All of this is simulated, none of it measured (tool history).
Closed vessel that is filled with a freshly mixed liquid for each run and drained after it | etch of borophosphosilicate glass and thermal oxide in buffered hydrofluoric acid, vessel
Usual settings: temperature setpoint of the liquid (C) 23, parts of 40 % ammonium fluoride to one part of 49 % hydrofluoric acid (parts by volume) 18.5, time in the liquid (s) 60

| run | day | temperature setpoint of the liquid (C) | parts of 40 % ammonium fluoride to one part of 49 % hydrofluoric acid (parts by volume) | time in the liquid (s) | wafers since the last listed run | hours since the thermometer was replaced | hours since the hydrofluoric acid flow meter was replaced | hours since the gauge calibration | read-back film thickness of the borophosphosilicate glass reference wafer, read on the same gauge (nm) | read-back film thickness of the thermal oxide reference wafer, read on the same gauge (nm) | thickness taken off the borophosphosilicate glass on a monitor wafer (Å) | thickness taken off the thermal oxide on a monitor wafer (Å) |
|---|---|---|---|---|---|---|---|---|---|---|---|---|
| 1 | 0 | 20.5 | 18.5 | 60 | 0 | 2705 | 159.3 | 533.5 | 150 | 30.03 | 606.3 | 305.7 |
| 2 | 1.408 | 20.5 | 18.5 | 60 | 4077 | 2738.8 | 193.1 | 567.3 | 150.02 | 30.01 | 605.9 | 305 |
| 3 | 2.208 | 23 | 18.5 | 50 | 2316 | 2758 | 212.3 | 586.5 | 149.99 | 30.03 | 580.6 | 297.2 |
| 4 | 3.112 | 23 | 15.5 | 60 | 2618 | 2779.7 | 234 | 608.2 | 150 | 30.01 | 829.7 | 418.5 |
|  | 3.304 | gauge calibrated |
| 5 | 3.708 | 23 | 15.5 | 60 | 1725 | 2794 | 248.3 | 9.7 | 150.01 | 30.02 | 829.6 | 421.4 |
| 6 | 5.038 | 23 | 18.5 | 60 | 3848 | 2825.9 | 280.2 | 41.6 | 149.99 | 30.06 | 698.6 | 347.8 |
| 7 | 6.092 | 23 | 18.5 | 60 | 3052 | 2851.2 | 305.5 | 66.9 | 150.02 | 29.98 | 703.5 | 353 |
| 8 | 6.833 | 23 | 18.5 | 60 | 2147 | 2869 | 323.3 | 84.7 | 150.01 | 30.01 | 702.8 | 353.9 |
| 9 | 10 | 23 | 17 | 85 | 9169 | 2945 | 399.3 | 160.7 | 150.01 | 30.01 | 1092.3 | 542.3 |
| 10 | 11.092 | 23 | 14 | 60 | 3160 | 2971.2 | 425.5 | 186.9 | 150 | 30.04 | 936.5 | 470.6 |
| 11 | 12.458 | 23 | 18.5 | 60 | 3957 | 3004 | 458.3 | 219.7 | 149.98 | 30.02 | 704.5 | 359.4 |
| 12 | 13.738 | 23 | 18.5 | 60 | 3703 | 3034.7 | 489 | 250.4 | 150 | 29.97 | 708.7 | 354.9 |
| 13 | 14.838 | 23 | 18.5 | 60 | 3185 | 3061.1 | 515.4 | 276.8 | 150.01 | 30.01 | 708.4 | 359.8 |

Forecast run 14:
| 14 | 15.588 | 18.5 | 18.5 | 60 | 2171 | 3079.1 | 533.4 | 294.8 | ? | ? | ? | ? |

{"run 14": {"read-back film thickness of the borophosphosilicate glass reference wafer, read on the same gauge (nm)": 150, "read-back film thickness of the thermal oxide reference wafer, read on the same gauge (nm)": 30.02, "thickness taken off the borophosphosilicate glass on a monitor wafer (Å)": 559.3, "thickness taken off the thermal oxide on a monitor wafer (Å)": 280.5}}
Without the tool's hidden state the same run would have given thickness taken off the borophosphosilicate glass on a monitor wafer (Å) 495.4, thickness taken off the thermal oxide on a monitor wafer (Å) 248.2.
